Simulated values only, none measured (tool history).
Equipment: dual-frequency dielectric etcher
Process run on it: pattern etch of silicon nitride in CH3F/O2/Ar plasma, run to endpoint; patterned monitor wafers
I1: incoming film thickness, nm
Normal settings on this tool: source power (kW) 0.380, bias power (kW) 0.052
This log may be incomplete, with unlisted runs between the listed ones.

{"run": 1, "hour": 0.0, "source power (kW)": 0.38, "bias power (kW)": 0.052, "I1": 24.86, "endpoint time (s)": 44.5}
{"run": 2, "hour": 26.0, "source power (kW)": 0.38, "bias power (kW)": 0.052, "I1": 24.8, "endpoint time (s)": 44.1}
{"run": 3, "hour": 59.1, "source power (kW)": 0.38, "bias power (kW)": 0.052, "I1": 24.82, "endpoint time (s)": 44.2}
{"run": 4, "hour": 107.1, "source power (kW)": 0.38, "bias power (kW)": 0.052, "I1": 24.81, "endpoint time (s)": 44.0}
{"run": 5, "hour": 175.7, "source power (kW)": 0.38, "bias power (kW)": 0.052, "I1": 25.05, "endpoint time (s)": 44.5}
{"run": 6, "hour": 216.6, "source power (kW)": 0.38, "bias power (kW)": 0.052, "I1": 25.09, "endpoint time (s)": 44.7}
{"run": 7, "hour": 252.7, "source power (kW)": 0.38, "bias power (kW)": 0.052, "I1": 24.95, "endpoint time (s)": 44.6}
{"hour": 279.2, "done": "upper electrode replaced"}
{"run": 8, "hour": 294.5, "source power (kW)": 0.38, "bias power (kW)": 0.052, "I1": 25.05, "endpoint time (s)": 44.3}
{"hour": 336.6, "done": "wet clean of the chamber"}
{"run": 9, "hour": 337.1, "source power (kW)": 0.38, "bias power (kW)": 0.052, "I1": 25.1, "endpoint time (s)": 44.6}
{"run": 10, "hour": 389.2, "source power (kW)": 0.35, "bias power (kW)": 0.052, "I1": 24.71, "endpoint time (s)": 45.2}
{"run": 11, "hour": 457.1, "source power (kW)": 0.35, "bias power (kW)": 0.052, "I1": 25.01, "endpoint time (s)": 45.6}
{"run": 12, "hour": 528.5, "source power (kW)": 0.3, "bias power (kW)": 0.045, "I1": 25.39, "endpoint time (s)": 51.6}
{"run": 13, "hour": 591.6, "source power (kW)": 0.38, "bias power (kW)": 0.063, "I1": 24.97, "endpoint time (s)": 41.4}
{"run": 14, "hour": 661.3, "source power (kW)": 0.31, "bias power (kW)": 0.058, "I1": 24.72, "endpoint time (s)": 45.1}
{"run": 15, "hour": 706.9, "source power (kW)": 0.3, "bias power (kW)": 0.04, "I1": 24.95, "endpoint time (s)": 53.2}
{"run": 16, "hour": 761.8, "source power (kW)": 0.46, "bias power (kW)": 0.04, "I1": 24.8, "endpoint time (s)": 45.9}
{"hour": 840.5, "done": "wet clean of the chamber"}
{"hour": 870.5, "done": "source power generator calibrated"}
{"run": 17, "hour": 894.3, "source power (kW)": 0.29, "bias power (kW)": 0.043, "I1": 25.05, "endpoint time (s)": 52.2}
{"run": 18, "hour": 939.7, "source power (kW)": 0.33, "bias power (kW)": 0.04, "I1": 24.93, "endpoint time (s)": 51.7}
{"run": 19, "hour": 970.4, "source power (kW)": 0.31, "bias power (kW)": 0.052, "I1": 24.76, "endpoint time (s)": 47.3}
{"run": 20, "hour": 1098.0, "source power (kW)": 0.38, "bias power (kW)": 0.052, "I1": 24.93, "endpoint time (s)": 44.4}

Run 21 has not been measured yet. What should we expect?
{"run": 21, "hour": 1158.9, "source power (kW)": 0.38, "bias power (kW)": 0.044, "I1": 24.87, "endpoint time (s)": "?"}

For run 21 the tool returned endpoint time (s) 47.1.
With no hidden state in the tool, this same run would have given endpoint time (s) 47.1.
